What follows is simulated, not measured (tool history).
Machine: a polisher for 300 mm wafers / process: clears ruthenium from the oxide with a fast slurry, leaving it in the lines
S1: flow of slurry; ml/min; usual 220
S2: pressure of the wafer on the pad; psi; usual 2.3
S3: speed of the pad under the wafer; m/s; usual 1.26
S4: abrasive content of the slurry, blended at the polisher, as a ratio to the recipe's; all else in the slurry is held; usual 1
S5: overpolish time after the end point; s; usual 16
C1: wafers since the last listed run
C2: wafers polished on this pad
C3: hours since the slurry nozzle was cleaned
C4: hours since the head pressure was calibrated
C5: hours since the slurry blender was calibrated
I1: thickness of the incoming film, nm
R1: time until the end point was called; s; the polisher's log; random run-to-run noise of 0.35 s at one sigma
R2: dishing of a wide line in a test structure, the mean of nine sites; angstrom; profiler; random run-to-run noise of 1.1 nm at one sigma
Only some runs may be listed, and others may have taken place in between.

run,hour,S1,S2,S3,S4,S5,C1,C2,C3,C4,C5,I1,R1,R2
1,0,220,2.3,1.26,1,20,0,562,47.6,421.3,298.5,171.4,41.8,645
2,34.1,220,2.3,1.26,1,16,500,1063,81.7,455.4,332.6,168.5,41,519
# hour 90.1: slurry blender recalibrated
3,102.8,220,2.3,1.26,1,16,979,2042,150.4,524.1,12.7,172.5,39,551
# hour 122.9: head pressure recalibrated
4,133.4,220,2.3,1.26,1,16,419,2462,181,10.5,43.3,171.9,37.4,564
5,166.2,220,2.3,1.26,1,16,481,2944,213.8,43.3,76.1,169.9,38.4,564
6,278.5,220,2.3,1.36,1,16,1648,4592,326.1,155.6,188.4,171.9,37.8,582
7,303.8,220,2.3,1.36,1,16,371,4964,351.4,180.9,213.7,170.1,37.2,559
8,340.9,190,2.5,1.5,1,16,544,5508,388.5,218,250.8,169.9,32.5,660
# hour 400.6: worn pad replaced by a new one
9,410.5,220,2.3,1.12,1,20,963,145,458.1,287.6,320.4,171,46,606
10,437.5,220,2.3,1.26,1,16,396,542,485.1,314.6,347.4,173.1,42.4,533
11,464.3,200,2.3,1.52,0.8,8,393,935,511.9,341.4,374.2,169.2,40.6,273
12,505,220,2.3,1.26,1.15,7,597,1533,552.6,382.1,414.9,170.5,38.2,260
13,547.3,220,2,1.68,0.9,10,621,2154,594.9,424.4,457.2,170.4,39.9,355
# hour 572.4: slurry blender recalibrated
14,605.2,220,2.9,1.38,1,16,820,2974,652.8,482.3,32.8,170.5,28,721
15,643.1,220,2,1.42,1,16,556,3531,690.7,520.2,70.7,167.6,40,526
# hour 656: head pressure recalibrated
16,678.4,170,2.3,1.26,1,21,488,4020,726,22.4,106,169.3,39.1,701
17,736.6,220,2.3,1.26,1,16,854,4874,784.2,80.6,164.2,169.8,39,558
18,770.8,220,2.3,1.26,1,16,502,5376,818.4,114.8,198.4,170.2,39.5,525
# hour 779: worn pad replaced by a new one
19,819.9,220,3,1.26,0.75,16,662,600,867.5,163.9,247.5,171.8,36.8,584
# hour 837.9: slurry nozzle cleaned
20,1025.1,220,2.3,1.26,1,16,2997,3598,187.2,369.1,452.7,172.7,41.8,506
# hour 1042.7: slurry blender recalibrated
21,1072.8,220,2.3,1.26,1,16,670,4269,234.9,416.8,30.1,169.9,37.4,565
22,1101.5,220,2.3,1.26,1,16,421,4690,263.6,445.5,58.8,170.2,38.5,544
# hour 1154.2: worn pad replaced by a new one
23,1165.4,190,3.1,1.26,1,11,879,164,327.5,509.4,122.7,168.6,29.5,494
# hour 1179.9: head pressure recalibrated
24,1228.4,220,2.3,1.44,1,16,895,1060,390.5,48.5,185.7,170.3,34.5,618
25,1293.3,220,2.3,1.26,1,16,952,2013,455.4,113.4,250.6,173.1,40.2,545
# hour 1432.6: slurry blender recalibrated
26,1482.6,220,1.9,1.26,1,19,2749,4763,644.7,302.7,50,169,44.9,552
27,1538,220,2.3,1.26,1.1,16,813,5576,700.1,358.1,105.4,171.7,37.8,572

Some steps in R1, run to run, broken into two amounts with sign: the step expected even without the hidden condition (settings, incoming material, random variation), and the rest, left for the hidden condition together with whatever gauge scatter is not in both the measured and the hidden-condition-free result:
Hidden state present: removal rate lost through wear of the pad, %; slurry flow missing at the pad, %; deviation of the head's pressure from its setpoint, %; abrasive missing from the slurry, %.
Run 8 -> 9: S1 190 -> 220, S2 2.5 -> 2.3, S3 1.5 -> 1.12, S5 16 -> 20, worn pad replaced by a new one. R1 +13.5 s: hidden state +2.1, all else +11.4.
Run 13 -> 14: S2 2 -> 2.9, S3 1.68 -> 1.38, S4 0.9 -> 1, S5 10 -> 16, slurry blender recalibrated. R1 -11.9 s: hidden state -4.3, all else -7.6.
Run 14 -> 15: S2 2.9 -> 2, S3 1.38 -> 1.42. R1 +12 s: hidden state +1.5, all else +10.5.
Run 20 -> 21: slurry blender recalibrated. R1 -4.4 s: hidden state -3.3, all else -1.1.
